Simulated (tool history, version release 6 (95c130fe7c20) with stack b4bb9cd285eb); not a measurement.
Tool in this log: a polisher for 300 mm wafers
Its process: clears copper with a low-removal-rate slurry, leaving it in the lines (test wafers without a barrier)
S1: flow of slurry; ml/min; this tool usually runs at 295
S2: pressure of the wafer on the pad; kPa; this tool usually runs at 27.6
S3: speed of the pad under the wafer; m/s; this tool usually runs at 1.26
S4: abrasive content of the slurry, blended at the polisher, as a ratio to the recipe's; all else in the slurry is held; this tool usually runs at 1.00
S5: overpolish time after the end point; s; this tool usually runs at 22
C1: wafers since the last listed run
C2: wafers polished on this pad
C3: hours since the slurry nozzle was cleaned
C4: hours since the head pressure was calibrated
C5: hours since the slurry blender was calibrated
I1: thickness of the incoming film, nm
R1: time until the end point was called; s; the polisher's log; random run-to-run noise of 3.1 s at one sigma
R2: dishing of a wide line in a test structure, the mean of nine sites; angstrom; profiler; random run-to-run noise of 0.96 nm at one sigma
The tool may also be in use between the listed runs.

{"run": 1, "day": 0.0, "S1": 295, "S2": 27.6, "S3": 1.26, "S4": 1.0, "S5": 15, "C1": 0, "C2": 823, "C3": 486.9, "C4": 182.9, "C5": 349.2, "I1": 733.8, "R1": 189.9, "R2": 442}
{"day": 1.062, "done": "slurry blender recalibrated"}
{"run": 2, "day": 3.367, "S1": 295, "S2": 27.6, "S3": 1.26, "S4": 1.0, "S5": 15, "C1": 527, "C2": 1351, "C3": 567.7, "C4": 263.7, "C5": 55.3, "I1": 724.3, "R1": 194.1, "R2": 428}
{"day": 5.208, "done": "slurry nozzle cleaned"}
{"run": 3, "day": 5.225, "S1": 295, "S2": 27.6, "S3": 1.26, "S4": 1.0, "S5": 22, "C1": 291, "C2": 1642, "C3": 0.4, "C4": 308.3, "C5": 99.9, "I1": 729.3, "R1": 196.2, "R2": 569}
{"day": 7.275, "done": "head pressure recalibrated"}
{"run": 4, "day": 7.383, "S1": 295, "S2": 27.6, "S3": 1.26, "S4": 1.0, "S5": 22, "C1": 333, "C2": 1976, "C3": 52.2, "C4": 2.6, "C5": 151.7, "I1": 724.9, "R1": 187.8, "R2": 626}
{"day": 9.008, "done": "worn pad replaced by a new one"}
{"run": 5, "day": 11.608, "S1": 295, "S2": 27.6, "S3": 1.26, "S4": 1.0, "S5": 22, "C1": 652, "C2": 417, "C3": 153.6, "C4": 104.0, "C5": 253.1, "I1": 724.1, "R1": 184.4, "R2": 636}
{"run": 6, "day": 13.579, "S1": 295, "S2": 27.6, "S3": 1.26, "S4": 1.0, "S5": 22, "C1": 316, "C2": 734, "C3": 200.9, "C4": 151.3, "C5": 300.4, "I1": 725.7, "R1": 189.2, "R2": 615}
{"day": 16.367, "done": "slurry blender recalibrated"}
{"run": 7, "day": 16.767, "S1": 295, "S2": 27.6, "S3": 1.26, "S4": 1.0, "S5": 22, "C1": 498, "C2": 1232, "C3": 277.4, "C4": 227.8, "C5": 9.6, "I1": 723.6, "R1": 192.0, "R2": 590}
{"run": 8, "day": 20.475, "S1": 295, "S2": 27.6, "S3": 1.26, "S4": 1.0, "S5": 22, "C1": 595, "C2": 1828, "C3": 366.4, "C4": 316.8, "C5": 98.6, "I1": 724.0, "R1": 205.7, "R2": 559}
{"day": 20.662, "done": "head pressure recalibrated"}
{"run": 9, "day": 23.412, "S1": 295, "S2": 27.6, "S3": 1.26, "S4": 1.0, "S5": 22, "C1": 458, "C2": 2287, "C3": 436.9, "C4": 66.0, "C5": 169.1, "I1": 720.4, "R1": 200.2, "R2": 575}
{"day": 25.958, "done": "worn pad replaced by a new one"}
{"run": 10, "day": 27.088, "S1": 295, "S2": 27.6, "S3": 1.26, "S4": 1.0, "S5": 22, "C1": 563, "C2": 181, "C3": 525.1, "C4": 154.2, "C5": 257.3, "I1": 727.7, "R1": 182.9, "R2": 610}
{"run": 11, "day": 31.517, "S1": 295, "S2": 27.6, "S3": 1.26, "S4": 1.0, "S5": 22, "C1": 711, "C2": 893, "C3": 631.4, "C4": 260.5, "C5": 363.6, "I1": 723.3, "R1": 188.8, "R2": 587}
{"day": 31.788, "done": "slurry nozzle cleaned"}
{"day": 32.267, "done": "slurry blender recalibrated"}
{"run": 12, "day": 34.975, "S1": 295, "S2": 32.4, "S3": 1.26, "S4": 1.0, "S5": 35, "C1": 535, "C2": 1428, "C3": 76.5, "C4": 343.5, "C5": 65.0, "I1": 720.7, "R1": 175.3, "R2": 966}
{"day": 37.162, "done": "head pressure recalibrated"}
{"run": 13, "day": 38.867, "S1": 295, "S2": 27.6, "S3": 0.98, "S4": 1.0, "S5": 32, "C1": 611, "C2": 2040, "C3": 169.9, "C4": 40.9, "C5": 158.4, "I1": 713.3, "R1": 229.7, "R2": 724}
{"run": 14, "day": 41.158, "S1": 360, "S2": 27.6, "S3": 0.98, "S4": 0.85, "S5": 18, "C1": 368, "C2": 2408, "C3": 224.9, "C4": 95.9, "C5": 213.4, "I1": 723.3, "R1": 251.4, "R2": 410}
{"day": 42.858, "done": "worn pad replaced by a new one"}
{"run": 15, "day": 43.746, "S1": 295, "S2": 20.0, "S3": 1.26, "S4": 1.0, "S5": 22, "C1": 388, "C2": 142, "C3": 287.0, "C4": 158.0, "C5": 275.5, "I1": 730.0, "R1": 241.5, "R2": 489}
{"day": 47.617, "done": "slurry blender recalibrated"}
{"run": 16, "day": 49.171, "S1": 210, "S2": 36.5, "S3": 1.26, "S4": 1.0, "S5": 22, "C1": 858, "C2": 1001, "C3": 417.2, "C4": 288.2, "C5": 37.3, "I1": 723.6, "R1": 145.7, "R2": 739}
{"run": 17, "day": 51.008, "S1": 295, "S2": 27.6, "S3": 1.26, "S4": 1.0, "S5": 22, "C1": 295, "C2": 1296, "C3": 461.3, "C4": 332.3, "C5": 81.4, "I1": 718.8, "R1": 182.9, "R2": 597}
{"day": 52.733, "done": "head pressure recalibrated"}
{"run": 18, "day": 53.367, "S1": 260, "S2": 36.5, "S3": 1.26, "S4": 1.15, "S5": 18, "C1": 365, "C2": 1661, "C3": 517.9, "C4": 15.2, "C5": 138.0, "I1": 708.3, "R1": 132.0, "R2": 699}
{"day": 54.988, "done": "slurry nozzle cleaned"}
{"day": 56.521, "done": "worn pad replaced by a new one"}
{"run": 19, "day": 61.575, "S1": 345, "S2": 35.2, "S3": 1.66, "S4": 1.25, "S5": 22, "C1": 1285, "C2": 812, "C3": 158.1, "C4": 212.2, "C5": 335.0, "I1": 728.0, "R1": 117.5, "R2": 928}
{"day": 62.562, "done": "slurry blender recalibrated"}
{"run": 20, "day": 65.021, "S1": 295, "S2": 33.8, "S3": 1.26, "S4": 1.0, "S5": 22, "C1": 540, "C2": 1352, "C3": 240.8, "C4": 294.9, "C5": 59.0, "I1": 717.6, "R1": 159.1, "R2": 696}
{"day": 66.862, "done": "head pressure recalibrated"}
{"run": 21, "day": 69.358, "S1": 295, "S2": 27.6, "S3": 1.26, "S4": 1.25, "S5": 22, "C1": 683, "C2": 2035, "C3": 344.9, "C4": 59.9, "C5": 163.1, "I1": 710.5, "R1": 174.7, "R2": 633}
{"day": 70.354, "done": "worn pad replaced by a new one"}
{"run": 22, "day": 70.992, "S1": 295, "S2": 27.6, "S3": 1.26, "S4": 1.0, "S5": 22, "C1": 235, "C2": 102, "C3": 384.1, "C4": 99.1, "C5": 202.3, "I1": 725.2, "R1": 181.9, "R2": 647}
{"run": 23, "day": 73.896, "S1": 295, "S2": 33.8, "S3": 1.26, "S4": 1.0, "S5": 22, "C1": 466, "C2": 568, "C3": 453.8, "C4": 168.8, "C5": 272.0, "I1": 738.3, "R1": 150.7, "R2": 744}

For each entry between runs, how does the tool's hidden state at the last listed run before it compare with that at the first listed run after it?
Between runs 1 and 2: slurry blender recalibrated (day 1.062)
  removal rate lost through wear of the pad, %: 3.24 -> 5.76; deviation of the head's pressure from its setpoint, %: -8.57 -> -9.92
  measured value less the no-hidden-state value, R1: +21.2 -> +28.6 s; R2: -50 -> -66 angstrom
Between runs 2 and 3: slurry nozzle cleaned (day 5.208)
  removal rate lost through wear of the pad, %: 5.76 -> 7.68; deviation of the head's pressure from its setpoint, %: -9.92 -> -10.4
  measured value less the no-hidden-state value, R1: +28.6 -> +33.0 s; R2: -66 -> -97 angstrom
Between runs 3 and 4: head pressure recalibrated (day 7.275)
  removal rate lost through wear of the pad, %: 7.68 -> 10.4; deviation of the head's pressure from its setpoint, %: -10.4 -> -0.421
  measured value less the no-hidden-state value, R1: +33.0 -> +20.2 s; R2: -97 -> -60 angstrom
Between runs 4 and 5: worn pad replaced by a new one (day 9.008)
  removal rate lost through wear of the pad, %: 10.4 -> 1.28; deviation of the head's pressure from its setpoint, %: -0.421 -> -7.46
  measured value less the no-hidden-state value, R1: +20.2 -> +15.4 s; R2: -60 -> -50 angstrom
Between runs 6 and 7: slurry blender recalibrated (day 16.367)
  removal rate lost through wear of the pad, %: 2.06 -> 4.21; deviation of the head's pressure from its setpoint, %: -9.19 -> -10.9
  measured value less the no-hidden-state value, R1: +20.2 -> +27.2 s; R2: -63 -> -83 angstrom
Between runs 8 and 9: head pressure recalibrated (day 20.662)
  removal rate lost through wear of the pad, %: 8.13 -> 12.3; deviation of the head's pressure from its setpoint, %: -11.9 -> -5.83
  measured value less the no-hidden-state value, R1: +38.2 -> +34.4 s; R2: -107 -> -98 angstrom
Between runs 9 and 10: worn pad replaced by a new one (day 25.958)
  removal rate lost through wear of the pad, %: 12.3 -> 1.8; deviation of the head's pressure from its setpoint, %: -5.83 -> -9.62
  measured value less the no-hidden-state value, R1: +34.4 -> +19.8 s; R2: -98 -> -64 angstrom
Between runs 11 and 12: slurry nozzle cleaned (day 31.788); slurry blender recalibrated (day 32.267)
  removal rate lost through wear of the pad, %: 3.43 -> 6.2; deviation of the head's pressure from its setpoint, %: -11.7 -> -12.4
  measured value less the no-hidden-state value, R1: +26.8 -> +30.4 s; R2: -84 -> -150 angstrom
Between runs 12 and 13: head pressure recalibrated (day 37.162)
  removal rate lost through wear of the pad, %: 6.2 -> 10.9; deviation of the head's pressure from its setpoint, %: -12.4 -> -0.624
  measured value less the no-hidden-state value, R1: +30.4 -> +26.2 s; R2: -150 -> -70 angstrom
Between runs 14 and 15: worn pad replaced by a new one (day 42.858)
  removal rate lost through wear of the pad, %: 14.4 -> 1.15; deviation of the head's pressure from its setpoint, %: -3.92 -> -6.22
  measured value less the no-hidden-state value, R1: +44.3 -> +17.0 s; R2: -77 -> -33 angstrom
Between runs 15 and 16: slurry blender recalibrated (day 47.617)
  removal rate lost through wear of the pad, %: 1.15 -> 3.3; deviation of the head's pressure from its setpoint, %: -6.22 -> -8.46
  measured value less the no-hidden-state value, R1: +17.0 -> +16.2 s; R2: -33 -> -77 angstrom
Between runs 17 and 18: head pressure recalibrated (day 52.733)
  removal rate lost through wear of the pad, %: 4.76 -> 7.18; deviation of the head's pressure from its setpoint, %: -8.82 -> -1.21
  measured value less the no-hidden-state value, R1: +23.4 -> +10.9 s; R2: -74 -> -51 angstrom
Between runs 18 and 19: slurry nozzle cleaned (day 54.988); worn pad replaced by a new one (day 56.521)
  removal rate lost through wear of the pad, %: 7.18 -> 2.09; deviation of the head's pressure from its setpoint, %: -1.21 -> -10.2
  measured value less the no-hidden-state value, R1: +10.9 -> +13.6 s; R2: -51 -> -96 angstrom
Between runs 19 and 20: slurry blender recalibrated (day 62.562)
  removal rate lost through wear of the pad, %: 2.09 -> 4.66; deviation of the head's pressure from its setpoint, %: -10.2 -> -11.2
  measured value less the no-hidden-state value, R1: +13.6 -> +23.8 s; R2: -96 -> -100 angstrom
Between runs 20 and 21: head pressure recalibrated (day 66.862)
  removal rate lost through wear of the pad, %: 4.66 -> 9.74; deviation of the head's pressure from its setpoint, %: -11.2 -> -2.94
  measured value less the no-hidden-state value, R1: +23.8 -> +21.4 s; R2: -100 -> -72 angstrom
Between runs 21 and 22: worn pad replaced by a new one (day 70.354)
  removal rate lost through wear of the pad, %: 9.74 -> 0.477; deviation of the head's pressure from its setpoint, %: -2.94 -> -5.08
  measured value less the no-hidden-state value, R1: +21.4 -> +9.7 s; R2: -72 -> -32 angstrom
